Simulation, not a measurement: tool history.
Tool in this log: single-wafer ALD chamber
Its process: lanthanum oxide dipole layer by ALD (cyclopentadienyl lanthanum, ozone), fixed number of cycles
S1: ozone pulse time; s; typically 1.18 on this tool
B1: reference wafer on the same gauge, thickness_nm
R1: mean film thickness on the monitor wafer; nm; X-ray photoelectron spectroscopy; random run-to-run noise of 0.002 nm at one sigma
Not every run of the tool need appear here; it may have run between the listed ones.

{"run": 1, "hour": 0.0, "S1": 1.18, "B1": 0.548, "R1": 0.502}
{"run": 2, "hour": 33.5, "S1": 1.18, "B1": 0.547, "R1": 0.498}
{"run": 3, "hour": 47.9, "S1": 1.18, "B1": 0.547, "R1": 0.494}
{"run": 4, "hour": 78.5, "S1": 1.49, "B1": 0.547, "R1": 0.531}
{"run": 5, "hour": 107.4, "S1": 1.51, "B1": 0.548, "R1": 0.531}
{"run": 6, "hour": 143.3, "S1": 1.51, "B1": 0.547, "R1": 0.529}
{"run": 7, "hour": 171.7, "S1": 1.51, "B1": 0.547, "R1": 0.527}
{"run": 8, "hour": 197.6, "S1": 1.18, "B1": 0.547, "R1": 0.495}
{"run": 9, "hour": 288.8, "S1": 0.81, "B1": 0.547, "R1": 0.421}
{"run": 10, "hour": 314.2, "S1": 0.81, "B1": 0.548, "R1": 0.421}
{"run": 11, "hour": 350.0, "S1": 0.93, "B1": 0.548, "R1": 0.448}
{"run": 12, "hour": 374.5, "S1": 1.18, "B1": 0.547, "R1": 0.488}
{"run": 13, "hour": 394.3, "S1": 1.18, "B1": 0.548, "R1": 0.485}
{"run": 14, "hour": 419.0, "S1": 0.81, "B1": 0.546, "R1": 0.416}
{"run": 15, "hour": 453.7, "S1": 1.02, "B1": 0.547, "R1": 0.459}
{"hour": 462.3, "done": "thermocouple changed; heater temperature recalibrated"}
{"hour": 484.7, "done": "gauge calibrated"}
{"run": 16, "hour": 486.0, "S1": 0.85, "B1": 0.547, "R1": 0.422}
{"hour": 503.5, "done": "showerhead replaced"}
{"run": 17, "hour": 513.1, "S1": 0.97, "B1": 0.548, "R1": 0.443}
{"run": 18, "hour": 536.4, "S1": 1.41, "B1": 0.547, "R1": 0.51}
{"hour": 559.3, "done": "ozone generator serviced"}
{"run": 19, "hour": 559.8, "S1": 1.18, "B1": 0.547, "R1": 0.516}
{"run": 20, "hour": 582.4, "S1": 1.58, "B1": 0.547, "R1": 0.546}
{"run": 21, "hour": 613.2, "S1": 0.83, "B1": 0.548, "R1": 0.461}
{"run": 22, "hour": 648.1, "S1": 1.04, "B1": 0.546, "R1": 0.498}
{"run": 23, "hour": 668.8, "S1": 0.78, "B1": 0.547, "R1": 0.451}
{"run": 24, "hour": 696.2, "S1": 1.37, "B1": 0.547, "R1": 0.535}
{"run": 25, "hour": 718.7, "S1": 1.45, "B1": 0.547, "R1": 0.536}
{"run": 26, "hour": 736.3, "S1": 1.03, "B1": 0.546, "R1": 0.499}

Alternative continuations, all from the tool just after run 26; predict every row:
{"run": "A", "hour": 736.7, "S1": 1.18, "B1": "?", "R1": "?"}
{"run": "B", "hour": 736.7, "S1": 0.9, "B1": "?", "R1": "?"}
{"run": "C", "hour": 736.7, "S1": 0.98, "B1": "?", "R1": "?"}
{"run": "D", "hour": 736.7, "S1": 1.47, "B1": "?", "R1": "?"}
{"run": "E", "hour": 736.7, "S1": 0.79, "B1": "?", "R1": "?"}

run=A B1=0.547 R1=0.515
run=B B1=0.547 R1=0.474
run=C B1=0.547 R1=0.488
run=D B1=0.547 R1=0.539
run=E B1=0.547 R1=0.45
What these runs would have given with no unlogged condition in the tool:
run=A R1=0.516
run=B R1=0.475
run=C R1=0.489
run=D R1=0.54
run=E R1=0.451
